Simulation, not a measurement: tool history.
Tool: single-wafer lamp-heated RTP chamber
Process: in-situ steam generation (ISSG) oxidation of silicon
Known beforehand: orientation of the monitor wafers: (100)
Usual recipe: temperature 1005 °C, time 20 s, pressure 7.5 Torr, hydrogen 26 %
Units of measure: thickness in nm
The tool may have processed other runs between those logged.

| run | hour | temperature | time | pressure | hydrogen | read-back reference wafer on the same gauge, thickness | thickness |
|---|---|---|---|---|---|---|---|
| 1 | 0.0 | 1005 | 20 | 8.1 | 23 | 4.767 | 5.668 |
| 2 | 99.6 | 1005 | 20 | 7.5 | 29 | 4.770 | 6.023 |
| 3 | 140.4 | 1005 | 20 | 8.4 | 26 | 4.771 | 5.825 |
| 4 | 214.0 | 1005 | 20 | 7.5 | 26 | 4.772 | 5.873 |
| 5 | 260.3 | 1005 | 20 | 7.5 | 26 | 4.770 | 5.867 |
| 6 | 305.5 | 1005 | 20 | 7.5 | 26 | 4.769 | 5.891 |
| 7 | 387.6 | 1015 | 20 | 7.5 | 26 | 4.773 | 6.141 |
|  | 416.5 | pyrometer window cleaned and pyrometer calibrated |
| 8 | 424.9 | 1015 | 20 | 7.5 | 26 | 4.771 | 6.078 |
| 9 | 480.8 | 1005 | 20 | 7.5 | 26 | 4.772 | 5.813 |
|  | 672.2 | hydrogen flow controller replaced |
| 10 | 675.6 | 1005 | 20 | 7.5 | 26 | 4.769 | 5.832 |
|  | 749.6 | gauge calibrated |
| 11 | 767.9 | 1019 | 28 | 6.9 | 32 | 4.770 | 7.780 |
| 12 | 818.5 | 986 | 17 | 7.5 | 16 | 4.769 | 4.492 |
| 13 | 904.5 | 998 | 27 | 8.3 | 17 | 4.771 | 5.915 |
| 14 | 995.6 | 1005 | 20 | 7.5 | 17 | 4.770 | 5.297 |
|  | 1013.0 | pressure gauge zeroed |
| 15 | 1067.2 | 1005 | 20 | 7.5 | 26 | 4.771 | 5.878 |
| 16 | 1110.3 | 1024 | 20 | 7.5 | 26 | 4.770 | 6.409 |
|  | 1124.0 | pyrometer window cleaned and pyrometer calibrated |
| 17 | 1152.6 | 1005 | 20 | 7.5 | 22 | 4.767 | 5.582 |
| 18 | 1251.3 | 994 | 23 | 6.9 | 18 | 4.772 | 5.405 |
| 19 | 1313.9 | 1005 | 20 | 6.9 | 26 | 4.771 | 5.822 |

Each row is a separate what-if for the run after 19, all from the same tool condition, not one after another. Results?
| A | 1314.3 | 1005 | 20 | 7.5 | 23 | ? | ? |
| B | 1314.3 | 992 | 20 | 6.9 | 26 | ? | ? |
| C | 1314.3 | 1005 | 26 | 7.5 | 26 | ? | ? |
| D | 1314.3 | 1005 | 20 | 8.0 | 26 | ? | ? |

| run | read-back reference wafer on the same gauge, thickness | thickness |
|---|---|---|
| A | 4.770 | 5.654 |
| B | 4.770 | 5.518 |
| C | 4.770 | 6.606 |
| D | 4.770 | 5.827 |
With no hidden state in the tool, these same runs would have given:
| run | thickness |
|---|---|
| A | 5.633 |
| B | 5.498 |
| C | 6.579 |
| D | 5.804 |

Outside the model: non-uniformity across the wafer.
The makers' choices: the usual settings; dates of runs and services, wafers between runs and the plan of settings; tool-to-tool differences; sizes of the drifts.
